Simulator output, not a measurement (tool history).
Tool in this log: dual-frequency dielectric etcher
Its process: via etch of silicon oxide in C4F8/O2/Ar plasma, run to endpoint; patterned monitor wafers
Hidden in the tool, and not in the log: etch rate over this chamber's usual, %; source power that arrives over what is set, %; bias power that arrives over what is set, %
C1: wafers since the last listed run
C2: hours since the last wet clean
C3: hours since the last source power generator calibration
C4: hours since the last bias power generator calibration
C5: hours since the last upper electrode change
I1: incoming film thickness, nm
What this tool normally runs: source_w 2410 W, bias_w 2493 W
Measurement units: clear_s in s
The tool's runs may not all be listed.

Run 1, hour 0.0: usual settings but bias_w 2098 W; C1 0; C2 329.3; C3 2485.4; C4 703.1; C5 4383.6; I1 980.9. Result: clear_s 193.8 s.
Run 2, hour 56.2: usual settings but bias_w 2098 W; C1 267; C2 385.5; C3 2541.6; C4 759.3; C5 4439.8; I1 978.4. Result: clear_s 192.2 s.
At hour 262.2: wet clean of the chamber.
Run 3, hour 262.7: usual settings but source_w 2240 W; C1 868; C2 0.5; C3 2748.1; C4 965.8; C5 4646.3; I1 985.0. Result: clear_s 194.3 s.
Run 4, hour 321.0: usual settings but source_w 2240 W; C1 277; C2 58.8; C3 2806.4; C4 1024.1; C5 4704.6; I1 981.4. Result: clear_s 192.1 s.
Run 5, hour 415.3: usual settings but source_w 2230 W, bias_w 2337 W; C1 448; C2 153.1; C3 2900.7; C4 1118.4; C5 4798.9; I1 980.3. Result: clear_s 196.0 s.
Run 6, hour 485.1: usual settings but bias_w 2791 W; C1 332; C2 222.9; C3 2970.5; C4 1188.2; C5 4868.7; I1 979.7. Result: clear_s 179.7 s.
Run 7, hour 551.0: usual settings but source_w 2780 W, bias_w 2625 W; C1 313; C2 288.8; C3 3036.4; C4 1254.1; C5 4934.6; I1 985.9. Result: clear_s 168.5 s.
Run 8, hour 588.3: usual settings but source_w 2780 W, bias_w 2625 W; C1 177; C2 326.1; C3 3073.7; C4 1291.4; C5 4971.9; I1 983.2. Result: clear_s 169.3 s.
Run 9, hour 666.1: usual settings; C1 370; C2 403.9; C3 3151.5; C4 1369.2; C5 5049.7; I1 981.8. Result: clear_s 185.2 s.
Run 10, hour 721.8: usual settings; C1 265; C2 459.6; C3 3207.2; C4 1424.9; C5 5105.4; I1 971.3. Result: clear_s 183.6 s.
At hour 805.8: wet clean of the chamber.
Run 11, hour 806.3: usual settings; C1 288; C2 0.5; C3 3291.7; C4 1509.4; C5 5189.9; I1 982.0. Result: clear_s 184.9 s.
Run 12, hour 890.7: usual settings; C1 401; C2 84.9; C3 3376.1; C4 1593.8; C5 5274.3; I1 981.1. Result: clear_s 185.5 s.
Run 13, hour 936.3: usual settings but bias_w 2692 W; C1 217; C2 130.5; C3 3421.7; C4 1639.4; C5 5319.9; I1 980.4. Result: clear_s 180.9 s.
Run 14, hour 989.6: usual settings but source_w 2660 W, bias_w 2873 W; C1 253; C2 183.8; C3 3475.0; C4 1692.7; C5 5373.2; I1 977.3. Result: clear_s 168.1 s.
Run 15, hour 1084.2: usual settings but source_w 2890 W, bias_w 1927 W; C1 450; C2 278.4; C3 3569.6; C4 1787.3; C5 5467.8; I1 986.6. Result: clear_s 178.4 s.
Run 16, hour 1135.6: usual settings; C1 244; C2 329.8; C3 3621.0; C4 1838.7; C5 5519.2; I1 988.8. Result: clear_s 187.2 s.
At hour 1212.2: upper electrode replaced.
Run 17, hour 1212.7: usual settings but source_w 2250 W, bias_w 2141 W; C1 252; C2 406.9; C3 3698.1; C4 1915.8; C5 0.5; I1 981.9. Result: clear_s 200.3 s.
At hour 1245.0: source power generator calibrated.
At hour 1253.9: wet clean of the chamber.
Run 18, hour 1271.6: usual settings but source_w 2780 W, bias_w 2625 W; C1 219; C2 17.7; C3 26.6; C4 1974.7; C5 59.4; I1 986.9. Result: clear_s 170.5 s.
At hour 1385.8: bias power generator calibrated.
Run 19, hour 1461.1: usual settings but source_w 1820 W; C1 883; C2 207.2; C3 216.1; C4 75.3; C5 248.9; I1 987.9. Result: clear_s 219.0 s.
Run 20, hour 1522.8: usual settings but bias_w 2098 W; C1 293; C2 268.9; C3 277.8; C4 137.0; C5 310.6; I1 982.7. Result: clear_s 192.7 s.
Run 21, hour 1608.2: usual settings but source_w 2210 W; C1 406; C2 354.3; C3 363.2; C4 222.4; C5 396.0; I1 980.5. Result: clear_s 193.6 s.
Run 22, hour 1649.4: usual settings but source_w 2820 W, bias_w 1896 W; C1 196; C2 395.5; C3 404.4; C4 263.6; C5 437.2; I1 984.7. Result: clear_s 181.6 s.
Run 23, hour 1780.6: usual settings but source_w 2820 W, bias_w 1896 W; C1 624; C2 526.7; C3 535.6; C4 394.8; C5 568.4; I1 982.2. Result: clear_s 180.7 s.
At hour 1819.0: wet clean of the chamber.
Run 24, hour 1878.3: usual settings but source_w 2050 W; C1 350; C2 59.3; C3 633.3; C4 492.5; C5 666.1; I1 991.0. Result: clear_s 205.9 s.

What was the tool's hidden state at every run in the log?
etch rate over this chamber's usual, %: 0, the same for each run
source power that arrives over what is set, %: 0, the same for each run
H1: bias power that arrives over what is set, %
run      H1
  1   -3.24
  2   -3.39
  3   -3.84
  4   -3.95
  5   -4.11
  6   -4.21
  7    -4.3
  8   -4.35
  9   -4.44
 10    -4.5
 11   -4.58
 12   -4.65
 13   -4.69
 14   -4.73
 15   -4.79
 16   -4.82
 17   -4.86
 18   -4.89
 19  -0.632
 20   -1.02
 21    -1.5
 22   -1.71
 23   -2.32
 24    -2.7
